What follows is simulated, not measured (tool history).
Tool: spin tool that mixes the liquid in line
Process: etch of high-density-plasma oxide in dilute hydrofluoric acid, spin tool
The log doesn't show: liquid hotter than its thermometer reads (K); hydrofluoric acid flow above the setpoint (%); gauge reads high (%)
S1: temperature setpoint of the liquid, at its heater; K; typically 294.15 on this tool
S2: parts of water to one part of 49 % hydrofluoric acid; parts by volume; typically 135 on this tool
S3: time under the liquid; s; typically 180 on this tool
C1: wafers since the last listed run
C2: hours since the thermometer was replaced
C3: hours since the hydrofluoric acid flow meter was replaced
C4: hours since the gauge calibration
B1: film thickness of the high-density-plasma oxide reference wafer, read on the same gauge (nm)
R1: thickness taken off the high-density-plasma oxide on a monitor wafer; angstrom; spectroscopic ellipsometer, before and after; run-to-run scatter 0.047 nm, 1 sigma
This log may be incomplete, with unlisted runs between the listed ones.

{"run": 1, "hour": 0.0, "S1": 294.15, "S2": 135, "S3": 180, "C1": 0, "C2": 2003.7, "C3": 132.0, "C4": 390.0, "B1": 79.98, "R1": 75.0}
{"run": 2, "hour": 63.3, "S1": 294.15, "S2": 135, "S3": 180, "C1": 646, "C2": 2067.0, "C3": 195.3, "C4": 453.3, "B1": 79.98, "R1": 75.8}
{"run": 3, "hour": 120.9, "S1": 294.15, "S2": 135, "S3": 180, "C1": 588, "C2": 2124.6, "C3": 252.9, "C4": 510.9, "B1": 79.99, "R1": 75.5}
{"run": 4, "hour": 218.9, "S1": 294.15, "S2": 110, "S3": 245, "C1": 1001, "C2": 2222.6, "C3": 350.9, "C4": 608.9, "B1": 80.0, "R1": 132.6}
{"run": 5, "hour": 320.0, "S1": 294.15, "S2": 135, "S3": 235, "C1": 1033, "C2": 2323.7, "C3": 452.0, "C4": 710.0, "B1": 79.98, "R1": 98.9}
{"hour": 355.7, "done": "hydrofluoric acid flow meter replaced"}
{"run": 6, "hour": 374.6, "S1": 294.15, "S2": 135, "S3": 235, "C1": 547, "C2": 2378.3, "C3": 18.9, "C4": 764.6, "B1": 79.99, "R1": 99.0}
{"run": 7, "hour": 457.6, "S1": 294.15, "S2": 135, "S3": 235, "C1": 848, "C2": 2461.3, "C3": 101.9, "C4": 847.6, "B1": 79.97, "R1": 100.5}
{"run": 8, "hour": 558.8, "S1": 294.15, "S2": 135, "S3": 180, "C1": 1034, "C2": 2562.5, "C3": 203.1, "C4": 948.8, "B1": 80.0, "R1": 76.2}
{"run": 9, "hour": 623.1, "S1": 294.15, "S2": 135, "S3": 180, "C1": 657, "C2": 2626.8, "C3": 267.4, "C4": 1013.1, "B1": 79.95, "R1": 77.4}
{"run": 10, "hour": 673.2, "S1": 290.15, "S2": 135, "S3": 285, "C1": 511, "C2": 2676.9, "C3": 317.5, "C4": 1063.2, "B1": 80.06, "R1": 104.2}
{"hour": 712.6, "done": "gauge calibrated"}
{"run": 11, "hour": 726.3, "S1": 294.15, "S2": 170, "S3": 275, "C1": 542, "C2": 2730.0, "C3": 370.6, "C4": 13.7, "B1": 79.93, "R1": 90.0}
{"hour": 763.8, "done": "thermometer replaced"}
{"run": 12, "hour": 802.2, "S1": 297.15, "S2": 85, "S3": 220, "C1": 765, "C2": 38.4, "C3": 446.5, "C4": 89.6, "B1": 80.06, "R1": 159.7}
{"hour": 809.7, "done": "hydrofluoric acid flow meter replaced"}
{"run": 13, "hour": 864.0, "S1": 294.15, "S2": 135, "S3": 180, "C1": 621, "C2": 100.2, "C3": 54.3, "C4": 151.4, "B1": 79.97, "R1": 68.2}
{"run": 14, "hour": 912.9, "S1": 294.15, "S2": 105, "S3": 75, "C1": 499, "C2": 149.1, "C3": 103.2, "C4": 200.3, "B1": 79.98, "R1": 38.3}
{"run": 15, "hour": 1013.3, "S1": 292.15, "S2": 135, "S3": 130, "C1": 1025, "C2": 249.5, "C3": 203.6, "C4": 300.7, "B1": 80.03, "R1": 46.5}
{"run": 16, "hour": 1073.4, "S1": 294.15, "S2": 135, "S3": 235, "C1": 614, "C2": 309.6, "C3": 263.7, "C4": 360.8, "B1": 79.97, "R1": 91.1}
{"run": 17, "hour": 1163.1, "S1": 294.15, "S2": 135, "S3": 180, "C1": 916, "C2": 399.3, "C3": 353.4, "C4": 450.5, "B1": 80.0, "R1": 69.1}
{"hour": 1211.7, "done": "hydrofluoric acid flow meter replaced"}
{"run": 18, "hour": 1236.5, "S1": 290.15, "S2": 200, "S3": 250, "C1": 739, "C2": 472.7, "C3": 24.8, "C4": 523.9, "B1": 80.02, "R1": 52.2}
{"run": 19, "hour": 1328.2, "S1": 294.15, "S2": 170, "S3": 180, "C1": 937, "C2": 564.4, "C3": 116.5, "C4": 615.6, "B1": 79.96, "R1": 53.8}

For each run, what was the tool's unlogged condition?
hydrofluoric acid flow above the setpoint (%): 0 in every run
gauge reads high (%): 0 in every run
H1: liquid hotter than its thermometer reads (K)
run=1 H1=2.59
run=2 H1=2.65
run=3 H1=2.7
run=4 H1=2.79
run=5 H1=2.88
run=6 H1=2.93
run=7 H1=3.01
run=8 H1=3.1
run=9 H1=3.16
run=10 H1=3.2
run=11 H1=3.25
run=12 H1=0.168
run=13 H1=0.224
run=14 H1=0.269
run=15 H1=0.36
run=16 H1=0.415
run=17 H1=0.496
run=18 H1=0.563
run=19 H1=0.647
